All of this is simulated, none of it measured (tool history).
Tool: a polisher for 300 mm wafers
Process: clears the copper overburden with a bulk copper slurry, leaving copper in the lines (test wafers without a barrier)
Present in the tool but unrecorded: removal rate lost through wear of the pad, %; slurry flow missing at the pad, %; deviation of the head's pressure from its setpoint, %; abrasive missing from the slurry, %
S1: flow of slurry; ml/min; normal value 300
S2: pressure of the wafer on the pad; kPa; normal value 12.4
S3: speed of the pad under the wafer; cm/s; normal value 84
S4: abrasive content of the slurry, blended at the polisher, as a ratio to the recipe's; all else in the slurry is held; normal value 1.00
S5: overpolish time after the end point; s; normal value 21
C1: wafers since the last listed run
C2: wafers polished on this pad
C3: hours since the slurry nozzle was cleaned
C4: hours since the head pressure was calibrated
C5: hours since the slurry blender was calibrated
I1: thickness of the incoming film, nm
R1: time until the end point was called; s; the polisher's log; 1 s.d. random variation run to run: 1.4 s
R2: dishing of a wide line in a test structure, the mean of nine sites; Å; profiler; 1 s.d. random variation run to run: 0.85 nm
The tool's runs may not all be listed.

| run | hour | S1 | S2 | S3 | S4 | S5 | C1 | C2 | C3 | C4 | C5 | I1 | R1 | R2 |
|---|---|---|---|---|---|---|---|---|---|---|---|---|---|---|
| 1 | 0.0 | 300 | 12.4 | 64 | 1.00 | 21 | 0 | 616 | 557.7 | 718.8 | 6.4 | 577.5 | 150.1 | 515 |
| 2 | 9.1 | 300 | 12.4 | 64 | 1.00 | 21 | 58 | 674 | 566.8 | 727.9 | 15.5 | 562.1 | 149.3 | 501 |
| 3 | 16.1 | 365 | 12.4 | 84 | 1.00 | 21 | 45 | 720 | 573.8 | 734.9 | 22.5 | 565.9 | 109.4 | 630 |
|  | 30.2 | worn pad replaced by a new one |
| 4 | 30.7 | 365 | 12.4 | 84 | 1.00 | 21 | 68 | 3 | 588.4 | 749.5 | 37.1 | 574.2 | 114.2 | 622 |
| 5 | 81.7 | 365 | 12.4 | 84 | 1.00 | 21 | 329 | 332 | 639.4 | 800.5 | 88.1 | 570.1 | 111.5 | 611 |
| 6 | 88.2 | 300 | 12.4 | 84 | 1.00 | 21 | 41 | 374 | 645.9 | 807.0 | 94.6 | 573.0 | 113.0 | 609 |
| 7 | 104.8 | 240 | 12.4 | 92 | 1.00 | 21 | 107 | 482 | 662.5 | 823.6 | 111.2 | 575.6 | 105.9 | 645 |
| 8 | 113.9 | 300 | 10.3 | 68 | 1.00 | 21 | 58 | 540 | 671.6 | 832.7 | 120.3 | 570.2 | 167.4 | 449 |
|  | 120.6 | head pressure recalibrated |
|  | 147.5 | slurry nozzle cleaned |
| 9 | 158.0 | 300 | 13.8 | 84 | 1.20 | 30 | 265 | 806 | 10.5 | 37.4 | 164.4 | 572.3 | 97.8 | 874 |
| 10 | 172.5 | 300 | 10.3 | 68 | 1.00 | 21 | 93 | 900 | 25.0 | 51.9 | 178.9 | 574.1 | 167.6 | 458 |
|  | 177.5 | worn pad replaced by a new one |
| 11 | 216.7 | 300 | 12.4 | 84 | 1.25 | 21 | 259 | 253 | 69.2 | 96.1 | 223.1 | 563.4 | 106.7 | 633 |
| 12 | 233.9 | 300 | 12.4 | 64 | 1.00 | 21 | 111 | 364 | 86.4 | 113.3 | 240.3 | 568.4 | 149.7 | 515 |
| 13 | 251.5 | 300 | 12.4 | 96 | 1.00 | 21 | 113 | 478 | 104.0 | 130.9 | 257.9 | 574.3 | 101.1 | 669 |
| 14 | 262.2 | 300 | 12.4 | 84 | 1.00 | 25 | 69 | 547 | 114.7 | 141.6 | 268.6 | 573.8 | 115.2 | 716 |
| 15 | 275.2 | 300 | 10.3 | 106 | 0.75 | 21 | 83 | 631 | 127.7 | 154.6 | 281.6 | 574.6 | 113.5 | 608 |
|  | 307.8 | slurry blender recalibrated |
| 16 | 315.8 | 300 | 12.4 | 84 | 1.00 | 21 | 249 | 880 | 168.3 | 195.2 | 8.0 | 570.9 | 115.1 | 628 |
|  | 333.2 | worn pad replaced by a new one |
| 17 | 333.7 | 225 | 10.3 | 58 | 1.00 | 21 | 89 | 3 | 186.2 | 213.1 | 25.9 | 564.9 | 198.8 | 392 |
| 18 | 343.1 | 300 | 12.4 | 84 | 0.75 | 21 | 60 | 63 | 195.6 | 222.5 | 35.3 | 572.8 | 118.6 | 594 |
| 19 | 355.4 | 365 | 12.4 | 84 | 1.00 | 21 | 79 | 143 | 207.9 | 234.8 | 47.6 | 568.2 | 111.6 | 623 |
| 20 | 367.4 | 385 | 9.7 | 56 | 1.00 | 32 | 77 | 220 | 219.9 | 246.8 | 59.6 | 561.6 | 211.8 | 523 |
| 21 | 383.3 | 260 | 12.4 | 108 | 1.00 | 21 | 102 | 323 | 235.8 | 262.7 | 75.5 | 561.6 | 89.1 | 719 |
| 22 | 394.4 | 340 | 12.4 | 84 | 1.00 | 21 | 71 | 395 | 246.9 | 273.8 | 86.6 | 573.2 | 113.4 | 619 |
| 23 | 409.4 | 225 | 12.4 | 60 | 0.70 | 27 | 96 | 492 | 261.9 | 288.8 | 101.6 | 572.1 | 172.2 | 548 |
| 24 | 416.4 | 210 | 12.4 | 84 | 1.00 | 21 | 45 | 537 | 268.9 | 295.8 | 108.6 | 569.1 | 116.3 | 588 |
| 25 | 431.3 | 300 | 12.4 | 84 | 1.00 | 21 | 96 | 633 | 283.8 | 310.7 | 123.5 | 570.1 | 111.0 | 617 |
| 26 | 445.5 | 300 | 12.4 | 106 | 1.00 | 34 | 91 | 725 | 298.0 | 324.9 | 137.7 | 568.2 | 90.7 | 945 |
|  | 458.3 | worn pad replaced by a new one |
| 27 | 458.8 | 235 | 12.4 | 64 | 0.70 | 21 | 60 | 3 | 311.3 | 338.2 | 151.0 | 573.4 | 164.8 | 472 |
| 28 | 469.4 | 300 | 12.4 | 84 | 1.00 | 21 | 68 | 71 | 321.9 | 348.8 | 161.6 | 560.7 | 111.0 | 607 |
| 29 | 482.4 | 300 | 12.4 | 108 | 1.00 | 21 | 83 | 155 | 334.9 | 361.8 | 174.6 | 571.4 | 87.8 | 746 |

List, for all runs, the conditions of the tool that the log does not record:
removal rate lost through wear of the pad, %: 0, the same for each run
slurry flow missing at the pad, %: 0, the same for each run
deviation of the head's pressure from its setpoint, %: 0, the same for each run
abrasive missing from the slurry, %: 0, the same for each run
